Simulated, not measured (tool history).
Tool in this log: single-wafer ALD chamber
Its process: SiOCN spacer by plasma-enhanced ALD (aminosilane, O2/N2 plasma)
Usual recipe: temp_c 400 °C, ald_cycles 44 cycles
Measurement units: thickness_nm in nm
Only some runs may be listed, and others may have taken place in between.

run,hour,temp_c,ald_cycles,wafers since the last listed run,hours since the last thermocouple change,hours since the gauge calibration,"read-back reference wafer on the same gauge, thickness_nm",thickness_nm
1,0,400,44,0,731.8,43.3,2.469,2.955
2,11,390,44,82,742.8,54.3,2.469,2.94
3,27.4,392,51,123,759.2,70.7,2.47,3.431
4,34.2,400,44,51,766,77.5,2.471,2.948
5,44.2,400,44,75,776,87.5,2.469,2.961
6,51,388,44,51,782.8,94.3,2.469,2.952
7,66.9,388,44,119,798.7,110.2,2.471,2.954
8,84.4,400,44,131,816.2,127.7,2.469,2.954
9,96.3,400,44,89,828.1,139.6,2.47,2.955
10,106.6,414,36,77,838.4,149.9,2.471,2.295
11,118.9,412,51,92,850.7,162.2,2.47,3.291
# hour 121.9: gauge calibrated
12,129.1,400,44,76,860.9,7.2,2.47,2.95
# hour 138.9: thermocouple changed; heater temperature recalibrated
13,139.4,400,53,17,0.5,17.5,2.47,3.559
14,144.9,405,40,41,6,23,2.469,2.632
15,155.7,400,44,81,16.8,33.8,2.468,2.945
16,165.4,405,44,72,26.5,43.5,2.469,2.898
17,176.5,405,44,83,37.6,54.6,2.468,2.895
18,187.7,408,41,84,48.8,65.8,2.47,2.674

Forecast each of these 4 alternatives for the next run:
A,188.2,400,44,3,49.3,66.3,?,?
B,188.2,400,40,3,49.3,66.3,?,?
C,188.2,404,42,3,49.3,66.3,?,?
D,188.2,391,49,3,49.3,66.3,?,?

run,"read-back reference wafer on the same gauge, thickness_nm",thickness_nm
A,2.47,2.945
B,2.47,2.678
C,2.47,2.773
D,2.47,3.28
Stripped of hidden state, with their random variation kept, the same runs would have yielded:
run,thickness_nm
A,2.945
B,2.678
C,2.773
D,3.28
